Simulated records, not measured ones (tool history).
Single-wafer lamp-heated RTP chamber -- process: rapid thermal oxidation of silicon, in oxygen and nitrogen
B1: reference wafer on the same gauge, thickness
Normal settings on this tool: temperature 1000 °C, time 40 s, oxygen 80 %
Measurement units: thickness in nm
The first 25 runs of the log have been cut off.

-- hour=1912.1 pyrometer window cleaned and pyrometer calibrated
run 26 hour=1959.8 | temperature=1000 time=28 oxygen=80 | B1=4.418 | thickness=4.095
run 27 hour=2034.7 | temperature=1000 time=40 oxygen=80 | B1=4.426 | thickness=4.782
run 28 hour=2072.9 | temperature=1000 time=40 oxygen=80 | B1=4.423 | thickness=4.766
run 29 hour=2149.2 | temperature=1021 time=40 oxygen=80 | B1=4.425 | thickness=5.515
run 30 hour=2244.4 | temperature=1015 time=40 oxygen=56 | B1=4.431 | thickness=4.643
run 31 hour=2334 | temperature=1000 time=53 oxygen=80 | B1=4.426 | thickness=5.376
run 32 hour=2393.9 | temperature=982 time=40 oxygen=65 | B1=4.438 | thickness=3.91
run 33 hour=2441.9 | temperature=1020 time=47 oxygen=98 | B1=4.431 | thickness=6.283
-- hour=2537.9 pyrometer window cleaned and pyrometer calibrated
run 34 hour=2538.4 | temperature=1000 time=40 oxygen=80 | B1=4.445 | thickness=4.761
run 35 hour=2621.4 | temperature=1000 time=30 oxygen=55 | B1=4.439 | thickness=3.735
run 36 hour=2692.1 | temperature=1000 time=40 oxygen=80 | B1=4.441 | thickness=4.754
run 37 hour=2905.2 | temperature=1000 time=25 oxygen=80 | B1=4.452 | thickness=3.932
run 38 hour=3012.5 | temperature=977 time=40 oxygen=80 | B1=4.445 | thickness=4.045

Alternative continuations, all from the tool just after run 38; predict every row:
run A hour=3012.9 | temperature=1000 time=56 oxygen=80 | B1=? | thickness=?
run B hour=3012.9 | temperature=983 time=20 oxygen=70 | B1=? | thickness=?
run C hour=3012.9 | temperature=1000 time=31 oxygen=80 | B1=? | thickness=?
run D hour=3012.9 | temperature=1009 time=32 oxygen=59 | B1=? | thickness=?

run=A B1=4.454 thickness=5.506
run=B B1=4.454 thickness=3.178
run=C B1=4.454 thickness=4.302
run=D B1=4.454 thickness=4.199
Stripped of hidden state, with their random variation kept, the same runs would have yielded:
run=A thickness=5.43
run=B thickness=3.135
run=C thickness=4.243
run=D thickness=4.142
